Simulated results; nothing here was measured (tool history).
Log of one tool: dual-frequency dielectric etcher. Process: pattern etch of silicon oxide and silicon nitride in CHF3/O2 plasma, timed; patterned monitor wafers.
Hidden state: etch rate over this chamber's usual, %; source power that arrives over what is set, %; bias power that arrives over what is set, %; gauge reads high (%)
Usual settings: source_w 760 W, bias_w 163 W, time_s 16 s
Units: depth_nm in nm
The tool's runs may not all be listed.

run,hour,source_w,bias_w,time_s,wafers since the last listed run,hours since the last wet clean,hours since the last source power generator calibration,hours since the last bias power generator calibration,hours since the last upper electrode change,hours since the gauge calibration,"read-back reference wafer on the same gauge, depth_nm",depth_nm
1,0,880,163,16,0,307,4601.1,2185.8,3776.3,25.3,26.19,25.19
2,12.7,880,163,16,221,319.7,4613.8,2198.5,3789,38,26.23,25.28
3,25.6,880,163,16,225,332.6,4626.7,2211.4,3801.9,50.9,26.23,25.46
# hour 62.7: wet clean of the chamber
# hour 65.7: bias power generator calibrated
4,66.2,760,163,16,238,3.5,4667.3,0.5,3842.5,91.5,26.24,24.87
5,66.5,760,163,16,5,3.8,4667.6,0.8,3842.8,91.8,26.2,24.98
# hour 91.5: wet clean of the chamber, repeated, since the last time left the tool worse
# hour 103.1: upper electrode replaced
6,103.6,760,163,16,26,12.1,4704.7,37.9,0.5,128.9,26.2,23.1
7,103.9,760,163,16,5,12.4,4705,38.2,0.8,129.2,26.17,23.21
8,104.2,850,147,19.5,5,12.7,4705.3,38.5,1.1,129.5,26.18,28.94
9,109.9,920,185,11.5,99,18.4,4711,44.2,6.8,135.2,26.2,18.46
10,122.1,610,191,13.5,212,30.6,4723.2,56.4,19,147.4,26.22,19.09
# hour 128.1: gauge calibrated
# hour 135: source power generator calibrated
11,135.5,590,185,11.5,164,44,0.5,69.8,32.4,7.4,26.25,15.71
12,151.1,760,163,19.5,272,59.6,16.1,85.4,48,23,26.16,28.68
13,162.1,760,163,16,192,70.6,27.1,96.4,59,34,26.2,23.42
14,168.8,630,163,19,116,77.3,33.8,103.1,65.7,40.7,26.24,26.16
15,182.2,760,163,16,233,90.7,47.2,116.5,79.1,54.1,26.24,23.49

Some steps in depth_nm between neighbouring runs. How much of each would the tool show without its hidden state too (settings, what came in, random variation), and how much is left for the hidden state, with any gauge scatter that isn't in both results?
Run 5 -> 6: wet clean of the chamber, repeated, since the last time left the tool worse, upper electrode replaced. depth_nm -1.88 nm: hidden state -1.66, all else -0.22.
Run 11 -> 12: source_w 590 -> 760, bias_w 185 -> 163, time_s 11.5 -> 19.5. depth_nm +12.97 nm: hidden state +0.03, all else +12.94.

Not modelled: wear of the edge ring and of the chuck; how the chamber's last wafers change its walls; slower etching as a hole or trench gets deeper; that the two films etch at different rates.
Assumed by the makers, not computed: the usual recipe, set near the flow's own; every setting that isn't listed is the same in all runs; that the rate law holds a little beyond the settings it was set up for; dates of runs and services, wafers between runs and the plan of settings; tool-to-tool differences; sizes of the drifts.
